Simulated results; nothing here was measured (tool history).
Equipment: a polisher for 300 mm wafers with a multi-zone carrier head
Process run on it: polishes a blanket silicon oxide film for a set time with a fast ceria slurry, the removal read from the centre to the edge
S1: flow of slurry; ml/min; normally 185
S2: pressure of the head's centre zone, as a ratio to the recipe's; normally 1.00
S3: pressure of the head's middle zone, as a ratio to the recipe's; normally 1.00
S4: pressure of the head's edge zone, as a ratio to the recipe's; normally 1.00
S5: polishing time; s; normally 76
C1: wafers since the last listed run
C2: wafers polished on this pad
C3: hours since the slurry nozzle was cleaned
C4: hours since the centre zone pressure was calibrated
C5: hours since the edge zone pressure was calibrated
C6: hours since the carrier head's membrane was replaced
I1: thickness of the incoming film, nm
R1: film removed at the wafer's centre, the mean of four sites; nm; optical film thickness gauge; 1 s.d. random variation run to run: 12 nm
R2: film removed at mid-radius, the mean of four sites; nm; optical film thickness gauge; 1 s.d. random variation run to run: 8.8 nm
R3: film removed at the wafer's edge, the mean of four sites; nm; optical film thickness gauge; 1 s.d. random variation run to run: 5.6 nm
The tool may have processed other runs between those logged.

run	hour	S1	S2	S3	S4	S5	C1	C2	C3	C4	C5	C6	I1	R1	R2	R3
1	0.0	210	1.00	1.00	1.00	76	0	1359	122.4	702.8	1130.2	816.7	3161.0	686.2	716.4	705.0
2	53.7	210	1.00	1.00	1.00	76	569	1929	176.1	756.5	1183.9	870.4	3112.0	649.9	699.4	695.1
# hour 110.3: worn pad replaced by a new one
3	110.8	210	1.00	1.00	1.00	76	563	5	233.2	813.6	1241.0	927.5	3170.3	752.9	788.1	780.7
# hour 136.0: slurry nozzle cleaned
4	159.4	185	0.97	1.00	0.93	76	504	509	23.4	862.2	1289.6	976.1	3154.7	653.7	736.3	707.0
# hour 216.3: carrier head's membrane replaced by a new one
5	221.6	185	0.97	1.00	0.93	76	606	1116	85.6	924.4	1351.8	5.3	3132.6	613.5	708.3	687.5
6	267.1	185	0.97	1.00	0.93	76	482	1598	131.1	969.9	1397.3	50.8	3149.8	614.3	682.5	669.7
7	300.3	205	1.00	1.00	1.00	76	352	1950	164.3	1003.1	1430.5	84.0	3129.4	616.1	698.2	691.7
# hour 323.4: worn pad replaced by a new one
8	333.9	205	1.00	1.00	1.00	76	313	110	197.9	1036.7	1464.1	117.6	3162.7	714.4	788.4	777.8
9	398.3	205	1.00	1.00	1.00	76	682	793	262.3	1101.1	1528.5	182.0	3131.1	654.3	735.3	734.6
# hour 418.2: edge zone pressure recalibrated
10	455.3	185	1.00	1.06	1.00	76	583	1376	319.3	1158.1	37.1	239.0	3144.8	623.9	741.3	702.4
# hour 473.1: slurry nozzle cleaned
# hour 474.6: centre zone pressure recalibrated
11	524.5	185	1.00	1.00	1.00	76	707	2084	51.4	49.9	106.3	308.2	3186.4	719.9	682.0	689.8
12	561.1	185	1.00	0.89	1.03	66	388	2472	88.0	86.5	142.9	344.8	3147.9	610.0	546.8	603.8

Run 13 is up next; what results do you expect?
# hour 585.2: worn pad replaced by a new one
13	632.0	185	1.00	1.00	1.00	76	709	496	158.9	157.4	213.8	415.7	3126.9	?	?	?

R1: 727.2 nm
R2: 750.8 nm
R3: 739.2 nm
With no hidden state in the tool, this same run would have given R1 781.0 nm, R2 801.4 nm, R3 789.1 nm.
